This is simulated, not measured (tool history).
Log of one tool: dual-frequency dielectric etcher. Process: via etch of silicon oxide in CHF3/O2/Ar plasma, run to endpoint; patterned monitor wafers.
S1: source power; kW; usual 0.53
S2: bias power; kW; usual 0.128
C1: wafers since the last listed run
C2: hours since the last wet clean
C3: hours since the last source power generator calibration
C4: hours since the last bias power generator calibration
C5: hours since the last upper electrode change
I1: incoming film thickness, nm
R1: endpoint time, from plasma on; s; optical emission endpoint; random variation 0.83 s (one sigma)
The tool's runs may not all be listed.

{"run": 1, "day": 0.0, "S1": 0.53, "S2": 0.128, "C1": 0, "C2": 81, "C3": 3247.5, "C4": 4007.4, "C5": 4234.2, "I1": 457, "R1": 276.8}
{"run": 2, "day": 1.479, "S1": 0.53, "S2": 0.128, "C1": 200, "C2": 116.5, "C3": 3283, "C4": 4042.9, "C5": 4269.7, "I1": 460.2, "R1": 278.1}
{"run": 3, "day": 1.746, "S1": 0.53, "S2": 0.128, "C1": 36, "C2": 122.9, "C3": 3289.4, "C4": 4049.3, "C5": 4276.1, "I1": 457.8, "R1": 277.9}
{"run": 4, "day": 2.083, "S1": 0.43, "S2": 0.128, "C1": 45, "C2": 131, "C3": 3297.5, "C4": 4057.4, "C5": 4284.2, "I1": 458.3, "R1": 316.9}
{"run": 5, "day": 2.742, "S1": 0.43, "S2": 0.128, "C1": 89, "C2": 146.8, "C3": 3313.3, "C4": 4073.2, "C5": 4300, "I1": 462.5, "R1": 323.3}
{"run": 6, "day": 3.283, "S1": 0.53, "S2": 0.128, "C1": 73, "C2": 159.8, "C3": 3326.3, "C4": 4086.2, "C5": 4313, "I1": 456.1, "R1": 277.2}
{"run": 7, "day": 3.967, "S1": 0.53, "S2": 0.128, "C1": 92, "C2": 176.2, "C3": 3342.7, "C4": 4102.6, "C5": 4329.4, "I1": 456.2, "R1": 277.8}
{"run": 8, "day": 4.438, "S1": 0.53, "S2": 0.128, "C1": 63, "C2": 187.5, "C3": 3354, "C4": 4113.9, "C5": 4340.7, "I1": 459.3, "R1": 278.6}
{"run": 9, "day": 5.025, "S1": 0.61, "S2": 0.128, "C1": 79, "C2": 201.6, "C3": 3368.1, "C4": 4128, "C5": 4354.8, "I1": 461.1, "R1": 258.2}
{"run": 10, "day": 5.383, "S1": 0.61, "S2": 0.128, "C1": 48, "C2": 210.2, "C3": 3376.7, "C4": 4136.6, "C5": 4363.4, "I1": 458.2, "R1": 257.7}
{"day": 6.392, "done": "upper electrode replaced"}
{"run": 11, "day": 6.412, "S1": 0.61, "S2": 0.128, "C1": 3, "C2": 234.9, "C3": 3401.4, "C4": 4161.3, "C5": 0.5, "I1": 463.4, "R1": 259.8}
{"run": 12, "day": 6.75, "S1": 0.53, "S2": 0.153, "C1": 45, "C2": 243, "C3": 3409.5, "C4": 4169.4, "C5": 8.6, "I1": 459.5, "R1": 266.8}
{"run": 13, "day": 7.004, "S1": 0.59, "S2": 0.141, "C1": 34, "C2": 249.1, "C3": 3415.6, "C4": 4175.5, "C5": 14.7, "I1": 457.5, "R1": 255.1}
{"day": 7.342, "done": "source power generator calibrated"}
{"run": 14, "day": 7.362, "S1": 0.43, "S2": 0.145, "C1": 25, "C2": 257.7, "C3": 0.5, "C4": 4184.1, "C5": 23.3, "I1": 453.2, "R1": 308}
{"run": 15, "day": 7.817, "S1": 0.44, "S2": 0.128, "C1": 61, "C2": 268.6, "C3": 11.4, "C4": 4195, "C5": 34.2, "I1": 462.2, "R1": 319.4}
{"run": 16, "day": 8.379, "S1": 0.58, "S2": 0.159, "C1": 76, "C2": 282.1, "C3": 24.9, "C4": 4208.5, "C5": 47.7, "I1": 455.3, "R1": 249.6}
{"day": 9.258, "done": "bias power generator calibrated"}
{"run": 17, "day": 9.279, "S1": 0.6, "S2": 0.156, "C1": 99, "C2": 303.7, "C3": 46.5, "C4": 0.5, "C5": 69.3, "I1": 455, "R1": 246.1}
{"run": 18, "day": 9.404, "S1": 0.48, "S2": 0.098, "C1": 16, "C2": 306.7, "C3": 49.5, "C4": 3.5, "C5": 72.3, "I1": 464, "R1": 325.4}
{"run": 19, "day": 9.729, "S1": 0.53, "S2": 0.128, "C1": 44, "C2": 314.5, "C3": 57.3, "C4": 11.3, "C5": 80.1, "I1": 455.4, "R1": 278.8}

Forecast run 20:
{"run": 20, "day": 10.192, "S1": 0.6, "S2": 0.112, "C1": 62, "C2": 325.6, "C3": 68.4, "C4": 22.4, "C5": 91.2, "I1": 456.7, "R1": "?"}

Run 20 gave R1 268.7 s.
Without the tool's hidden state the same run would have given R1 263 s.
